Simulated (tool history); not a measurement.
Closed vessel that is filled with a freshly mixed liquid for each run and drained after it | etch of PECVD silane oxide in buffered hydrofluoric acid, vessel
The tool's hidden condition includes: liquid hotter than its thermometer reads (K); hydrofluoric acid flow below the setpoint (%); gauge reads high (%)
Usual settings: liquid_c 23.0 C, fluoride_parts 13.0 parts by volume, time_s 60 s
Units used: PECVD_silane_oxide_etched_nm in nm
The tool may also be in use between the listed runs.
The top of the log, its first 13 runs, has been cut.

run	day	liquid_c	fluoride_parts	time_s	wafers since the last listed run	hours since the thermometer was replaced	hours since the hydrofluoric acid flow meter was replaced	hours since the gauge calibration	read-back film thickness of the PECVD silane oxide reference wafer, read on the same gauge (nm)	PECVD_silane_oxide_etched_nm
# day 49.767: thermometer replaced
14	51.554	23.0	13.0	40	12028	42.9	659.5	3008.8	139.98	71.43
15	54.500	23.0	13.0	60	6009	113.6	730.2	3079.5	140.03	108.30
16	57.804	18.5	13.0	40	6740	192.9	809.5	3158.8	140.01	55.43
17	60.538	26.5	13.0	60	5576	258.5	875.1	3224.4	139.98	128.88
# day 63.392: hydrofluoric acid flow meter replaced
18	66.342	23.0	13.0	60	11756	397.8	70.8	3363.7	140.03	110.21
19	70.200	23.0	13.0	60	7871	490.4	163.4	3456.3	140.03	109.63
20	74.562	23.0	13.0	60	8899	595.1	268.1	3561.0	140.00	109.12
21	76.204	28.0	16.5	75	3349	634.5	307.5	3600.4	140.03	142.22
22	80.283	23.0	13.0	60	8321	732.4	405.4	3698.3	139.99	109.28
# day 89.812: gauge calibrated
23	90.950	23.0	15.5	50	21760	988.4	661.4	27.3	140.01	75.80
24	94.908	21.0	15.5	60	8075	1083.4	756.4	122.3	140.02	81.03
25	98.267	27.0	13.0	60	6851	1164.0	837.0	202.9	140.01	133.37
26	101.317	20.5	10.0	30	6222	1237.2	910.2	276.1	139.99	59.96
# day 104.008: hydrofluoric acid flow meter replaced
27	105.804	26.5	11.5	70	9069	1344.9	43.1	383.8	139.99	176.29
28	107.708	21.5	14.5	95	3884	1390.6	88.8	429.5	139.98	145.33
29	111.912	23.0	13.0	60	8576	1491.5	189.7	530.4	140.04	109.77
30	115.183	23.0	13.0	60	6672	1570.0	268.2	608.9	140.03	110.03
31	116.992	23.0	13.0	60	3689	1613.4	311.6	652.3	140.01	109.31
32	124.504	25.5	8.5	60	15326	1793.7	491.9	832.6	140.00	182.95
33	128.667	20.0	13.0	60	8491	1893.6	591.8	932.5	140.02	91.02

3 ways to go on from here, each from the tool as it stands after run 33. What would each give?
A	128.696	23.0	13.0	60	59	1894.3	592.5	933.2	?	?
B	128.696	23.0	11.5	40	59	1894.3	592.5	933.2	?	?
C	128.696	27.5	9.5	40	59	1894.3	592.5	933.2	?	?

run	read-back film thickness of the PECVD silane oxide reference wafer, read on the same gauge (nm)	PECVD_silane_oxide_etched_nm
A	139.97	107.74
B	139.97	80.98
C	139.97	123.34
The same runs, with their run-to-run variation unchanged, on a tool lacking any hidden condition would have given:
run	PECVD_silane_oxide_etched_nm
A	110.49
B	83.04
C	125.36

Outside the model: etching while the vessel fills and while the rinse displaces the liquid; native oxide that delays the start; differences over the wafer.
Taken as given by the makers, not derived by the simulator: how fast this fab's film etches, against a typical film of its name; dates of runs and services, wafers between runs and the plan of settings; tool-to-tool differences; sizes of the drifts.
